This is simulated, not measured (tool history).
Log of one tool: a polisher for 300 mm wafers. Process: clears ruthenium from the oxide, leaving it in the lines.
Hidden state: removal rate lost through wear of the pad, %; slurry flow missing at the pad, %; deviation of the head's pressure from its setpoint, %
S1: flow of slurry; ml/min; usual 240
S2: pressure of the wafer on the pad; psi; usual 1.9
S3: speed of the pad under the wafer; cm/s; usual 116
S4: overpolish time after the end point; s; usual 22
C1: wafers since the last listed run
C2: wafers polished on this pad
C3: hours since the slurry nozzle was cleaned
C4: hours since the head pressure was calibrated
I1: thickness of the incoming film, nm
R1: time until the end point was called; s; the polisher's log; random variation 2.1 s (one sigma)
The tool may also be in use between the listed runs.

run,day,S1,S2,S3,S4,C1,C2,C3,C4,I1,R1
1,0,240,1.9,116,22,0,454,786.9,358.4,185.4,165.3
2,0.396,240,1.7,116,22,42,497,796.4,367.9,186.1,186
3,1.142,240,1.7,116,22,80,577,814.3,385.8,186.3,185.1
# day 2.638: slurry nozzle cleaned
4,3.196,240,1.7,116,22,217,794,13.4,435.1,185.9,178.8
5,3.512,240,1.9,116,22,34,828,21,442.7,186,162.3
6,4.058,290,1.9,116,22,58,887,34.1,455.8,182.7,152.8
# day 4.471: worn pad replaced by a new one
7,4.492,290,1.9,116,22,28,2,44.5,466.2,182.5,152
8,4.942,240,1.9,146,22,48,50,55.3,477,186.4,129.5
9,5.675,240,1.9,146,22,79,130,72.9,494.6,185,131.7
10,6.079,240,1.9,146,22,43,173,82.6,504.3,186.8,130.2
11,6.675,240,1.9,116,22,64,237,96.9,518.6,182.7,154.9
12,7.208,240,1.9,116,22,57,295,109.7,531.4,183.6,159.4
# day 7.358: head pressure recalibrated
13,7.804,240,1.9,116,22,55,350,124,10.7,183.1,152.1
14,8.138,240,1.9,86,22,35,386,132,18.7,186.1,194.8
15,8.817,320,1.3,92,22,73,459,148.3,35,188,274.5
16,9.158,300,1.9,116,22,36,496,156.5,43.2,189.2,156
17,9.883,240,1.2,116,22,78,575,173.9,60.6,183.8,250.7
18,10.467,280,1.9,136,16,62,637,187.9,74.6,186,132
19,11.054,320,2.6,104,28,63,701,202,88.7,183.5,118.7
20,12.55,165,1.2,150,31,161,862,237.9,124.6,186.5,213.5
21,12.817,240,2.5,116,22,28,891,244.3,131,183.6,118.3
# day 13.2: worn pad replaced by a new one
22,13.233,240,1.9,86,12,26,3,254.3,141,187.3,213.5
23,13.942,240,1.9,116,22,76,79,271.3,158,184.4,160.9
24,15.312,240,1.9,94,14,147,227,304.2,190.9,184,198.7
25,16.05,180,1.9,116,22,79,307,321.9,208.6,184.2,168.9
26,16.304,240,2.4,116,22,27,334,328,214.7,185.3,128.7
27,16.738,190,1.9,136,16,46,381,338.4,225.1,186.2,149.1
28,17.304,240,1.9,116,22,61,442,352,238.7,188.1,168.1
29,17.904,240,1.9,116,22,64,507,366.4,253.1,183.4,158
30,18.588,240,1.9,152,22,73,581,382.8,269.5,181.4,123.9
31,19.142,240,1.9,148,26,59,640,396.1,282.8,187.4,133.8
32,19.475,155,1.4,82,17,35,676,404.1,290.8,181.9,330.7
33,21.133,240,2.3,102,11,178,855,443.9,330.6,185.1,158.3
34,21.862,240,1.9,116,22,78,934,461.4,348.1,187.1,167.1
# day 22.4: worn pad replaced by a new one
35,22.504,240,1.6,88,28,51,11,476.8,363.5,184.2,249.4
36,22.908,240,1.9,142,22,43,54,486.5,373.2,187.1,140.2

Hidden state or all else? Some run-to-run changes of R1, split into what the settings, what came in and random variation would give without the hidden state, and what is left for the hidden state (with any gauge scatter that isn't in both results):
Run 17 -> 18: S1 240 -> 280, S2 1.2 -> 1.9, S3 116 -> 136, S4 22 -> 16. R1 -118.7 s: hidden state -5.6, all else -113.1.
Run 31 -> 32: S1 240 -> 155, S2 1.9 -> 1.4, S3 148 -> 82, S4 26 -> 17. R1 +196.9 s: hidden state +27.5, all else +169.4.
Run 32 -> 33: S1 155 -> 240, S2 1.4 -> 2.3, S3 82 -> 102, S4 17 -> 11. R1 -172.4 s: hidden state -24.1, all else -148.3.
Run 35 -> 36: S2 1.6 -> 1.9, S3 88 -> 142, S4 28 -> 22. R1 -109.2 s: hidden state -12, all else -97.2.
